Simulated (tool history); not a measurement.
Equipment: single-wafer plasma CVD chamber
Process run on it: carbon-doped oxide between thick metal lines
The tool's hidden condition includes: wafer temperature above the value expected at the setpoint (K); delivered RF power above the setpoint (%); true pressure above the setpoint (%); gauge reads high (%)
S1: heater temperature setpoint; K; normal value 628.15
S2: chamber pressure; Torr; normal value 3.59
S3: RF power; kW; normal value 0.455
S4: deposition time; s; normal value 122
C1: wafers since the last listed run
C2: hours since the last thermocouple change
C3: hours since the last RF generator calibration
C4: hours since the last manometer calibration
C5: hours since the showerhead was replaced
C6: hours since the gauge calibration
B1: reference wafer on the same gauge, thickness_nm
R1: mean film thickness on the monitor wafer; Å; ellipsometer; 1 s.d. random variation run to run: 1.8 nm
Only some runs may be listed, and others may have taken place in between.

run     day      S1    S2     S3   S4   C1      C2      C3      C4      C5     C6       B1       R1
  1   0.000  628.15  4.25  0.455  122    0  1774.4  1344.2  2408.4  7524.5  142.8  501.089  5331.13
  2   0.592  628.15  3.59  0.455  122  118  1788.6  1358.4  2422.6  7538.7  157.0  500.905  5217.60
  3   0.958  628.15  3.59  0.455  122   73  1797.4  1367.2  2431.4  7547.5  165.8  501.133  5193.19
  4   1.446  628.15  3.59  0.455  122   97  1809.1  1378.9  2443.1  7559.2  177.5  500.969  5176.63
  5   1.858  628.15  3.59  0.455  122   82  1819.0  1388.8  2453.0  7569.1  187.4  500.917  5188.55
  6   2.575  628.15  3.59  0.455  122  143  1836.2  1406.0  2470.2  7586.3  204.6  501.465  5220.40
  7   3.017  636.15  3.59  0.455  122   88  1846.8  1416.6  2480.8  7596.9  215.2  500.491  5103.94
  8   3.729  636.15  3.59  0.455  122  142  1863.9  1433.7  2497.9  7614.0  232.3  501.160  5053.97
  9   4.238  636.15  3.59  0.455  122  101  1876.1  1445.9  2510.1  7626.2  244.5  500.874  5034.69
      4.642  -- RF generator calibrated
 10   4.662  628.15  2.89  0.520  122   18  1886.3     0.5  2520.3  7636.4  254.7  500.744  5394.94
 11   5.142  628.15  2.89  0.520  122   95  1897.8    12.0  2531.8  7647.9  266.2  500.840  5401.24
 12   5.704  628.15  2.89  0.520  122  112  1911.3    25.5  2545.3  7661.4  279.7  500.923  5360.17
 13   6.367  615.15  3.59  0.525  122  132  1927.2    41.4  2561.2  7677.3  295.6  500.687  5768.88
 14   6.954  628.15  3.59  0.455  122  117  1941.3    55.5  2575.3  7691.4  309.7  501.373  5029.06
      7.608  -- showerhead replaced
      7.871  -- capacitance manometer re-zeroed and calibrated
      8.029  -- RF generator calibrated, repeated, since the last time left the tool worse
      8.271  -- thermocouple changed; heater temperature recalibrated
 15   8.292  628.15  3.59  0.455  143   67     0.5     6.3    10.1    16.4  341.8  500.592  6338.82
 16   8.308  628.15  3.59  0.495  122    3     0.9     6.7    10.5    16.8  342.2  501.416  5717.23
 17   8.321  620.15  3.59  0.455  122    2     1.2     7.0    10.8    17.1  342.5  501.316  5534.88
 18   9.050  628.15  2.98  0.535  133  145    18.7    24.5    28.3    34.6  360.0  500.576  6361.49
 19   9.446  622.15  3.59  0.455  122   79    28.2    34.0    37.8    44.1  369.5  500.956  5498.09
 20  10.138  628.15  3.59  0.455  146  138    44.8    50.6    54.4    60.7  386.1  500.860  6462.74
 21  10.875  640.15  4.47  0.455  112  147    62.5    68.3    72.1    78.4  403.8  500.751  4985.78
     11.242  -- gauge calibrated
 22  12.742  628.15  3.59  0.455  122  373   107.3   113.1   116.9   123.2   36.0  501.502  5412.76
 23  13.246  628.15  3.59  0.455  107  100   119.4   125.2   129.0   135.3   48.1  500.800  4736.85
 24  13.912  628.15  3.59  0.455  122  133   135.4   141.2   145.0   151.3   64.1  501.221  5395.92
 25  14.367  628.15  3.59  0.455  122   90   146.3   152.1   155.9   162.2   75.0  501.204  5390.75
 26  14.692  628.15  3.59  0.455   99   65   154.1   159.9   163.7   170.0   82.8  501.081  4391.79
 27  15.338  628.15  3.59  0.455  132  129   169.6   175.4   179.2   185.5   98.3  501.057  5814.47
 28  15.808  628.15  3.59  0.455  122   94   180.9   186.7   190.5   196.8  109.6  500.716  5445.52

Each row is a separate what-if for the run after 28, all from the same tool condition, not one after another. Results?
  A  15.825  628.15  3.59  0.500  122   3  181.3  187.1  190.9  197.2  110.0   ?   ?
  B  15.825  637.15  2.95  0.455  122   3  181.3  187.1  190.9  197.2  110.0   ?   ?
  C  15.825  639.15  4.40  0.545  122   3  181.3  187.1  190.9  197.2  110.0   ?   ?
  D  15.825  628.15  3.59  0.455  106   3  181.3  187.1  190.9  197.2  110.0   ?   ?

run       B1       R1
  A  501.293  5742.94
  B  501.293  5170.48
  C  501.293  6059.10
  D  501.293  4711.69
Stripped of hidden state, with their random variation kept, the same runs would have yielded:
run       R1
  A  5768.47
  B  5196.65
  C  6085.46
  D  4735.53
